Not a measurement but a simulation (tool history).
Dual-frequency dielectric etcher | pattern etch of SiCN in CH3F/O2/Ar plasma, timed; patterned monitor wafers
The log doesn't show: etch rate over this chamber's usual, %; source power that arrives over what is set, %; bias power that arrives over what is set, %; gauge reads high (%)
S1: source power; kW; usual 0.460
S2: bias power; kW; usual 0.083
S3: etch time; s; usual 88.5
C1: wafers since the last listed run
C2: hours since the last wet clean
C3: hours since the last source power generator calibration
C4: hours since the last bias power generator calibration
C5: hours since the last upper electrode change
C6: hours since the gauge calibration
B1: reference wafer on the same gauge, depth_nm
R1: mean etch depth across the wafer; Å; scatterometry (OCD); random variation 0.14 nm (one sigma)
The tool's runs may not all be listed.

run,hour,S1,S2,S3,C1,C2,C3,C4,C5,C6,B1,R1
1,0.0,0.460,0.083,88.5,0,456.2,1666.6,4739.6,2940.3,598.8,46.10,386.4
2,49.6,0.460,0.083,88.5,449,505.8,1716.2,4789.2,2989.9,648.4,46.09,385.4
3,88.9,0.460,0.083,88.5,356,545.1,1755.5,4828.5,3029.2,687.7,46.07,383.8
# hour 159.1: wet clean of the chamber
4,159.6,0.460,0.083,88.5,423,0.5,1826.2,4899.2,3099.9,758.4,46.10,392.4
5,206.4,0.460,0.083,88.5,424,47.3,1873.0,4946.0,3146.7,805.2,46.15,389.2
6,298.9,0.460,0.083,88.5,838,139.8,1965.5,5038.5,3239.2,897.7,46.07,390.0
7,369.5,0.460,0.083,88.5,640,210.4,2036.1,5109.1,3309.8,968.3,46.13,390.3
8,454.8,0.460,0.083,88.5,773,295.7,2121.4,5194.4,3395.1,1053.6,46.09,386.4
9,555.2,0.460,0.083,88.5,910,396.1,2221.8,5294.8,3495.5,1154.0,46.07,384.4
# hour 592.0: upper electrode replaced
# hour 622.6: bias power generator calibrated
10,653.4,0.460,0.083,88.5,636,494.3,2320.0,30.8,61.4,1252.2,46.02,382.6
# hour 720.1: source power generator calibrated
11,737.7,0.460,0.083,88.5,728,578.6,17.6,115.1,145.7,1336.5,46.16,383.2
# hour 768.2: wet clean of the chamber
12,792.1,0.460,0.083,88.5,275,23.9,72.0,169.5,200.1,1390.9,46.11,390.1
13,879.0,0.360,0.076,96.0,787,110.8,158.9,256.4,287.0,1477.8,46.12,351.5
14,925.4,0.460,0.083,88.5,420,157.2,205.3,302.8,333.4,1524.2,46.12,388.6
15,970.3,0.360,0.070,78.5,407,202.1,250.2,347.7,378.3,1569.1,46.10,271.6
# hour 971.8: gauge calibrated
16,1026.1,0.460,0.083,104.0,505,257.9,306.0,403.5,434.1,54.3,46.10,452.9
17,1115.9,0.520,0.072,104.5,814,347.7,395.8,493.3,523.9,144.1,46.08,445.4
18,1218.3,0.410,0.096,88.5,928,450.1,498.2,595.7,626.3,246.5,46.06,392.5
# hour 1334.6: wet clean of the chamber
19,1335.1,0.410,0.083,88.5,841,0.5,615.0,712.5,743.1,363.3,46.08,367.4
20,1396.8,0.460,0.083,88.5,559,62.2,676.7,774.2,804.8,425.0,46.14,387.0
21,1432.8,0.460,0.083,99.5,326,98.2,712.7,810.2,840.8,461.0,46.04,436.5
22,1532.5,0.460,0.083,88.5,903,197.9,812.4,909.9,940.5,560.7,46.08,386.7
23,1619.9,0.460,0.083,66.0,792,285.3,899.8,997.3,1027.9,648.1,46.09,287.2

4 ways to go on from here, each from the tool as it stands after run 23. What would each give?
A,1620.3,0.350,0.083,88.5,3,285.7,900.2,997.7,1028.3,648.5,?,?
B,1620.3,0.460,0.098,110.5,3,285.7,900.2,997.7,1028.3,648.5,?,?
C,1620.3,0.540,0.096,66.0,3,285.7,900.2,997.7,1028.3,648.5,?,?
D,1620.3,0.350,0.067,99.5,3,285.7,900.2,997.7,1028.3,648.5,?,?

run,B1,R1
A,46.11,331.7
B,46.11,526.9
C,46.11,336.6
D,46.11,326.9
Without the tool's hidden state the same runs would have given:
run,R1
A,336.4
B,534.5
C,341.4
D,331.6

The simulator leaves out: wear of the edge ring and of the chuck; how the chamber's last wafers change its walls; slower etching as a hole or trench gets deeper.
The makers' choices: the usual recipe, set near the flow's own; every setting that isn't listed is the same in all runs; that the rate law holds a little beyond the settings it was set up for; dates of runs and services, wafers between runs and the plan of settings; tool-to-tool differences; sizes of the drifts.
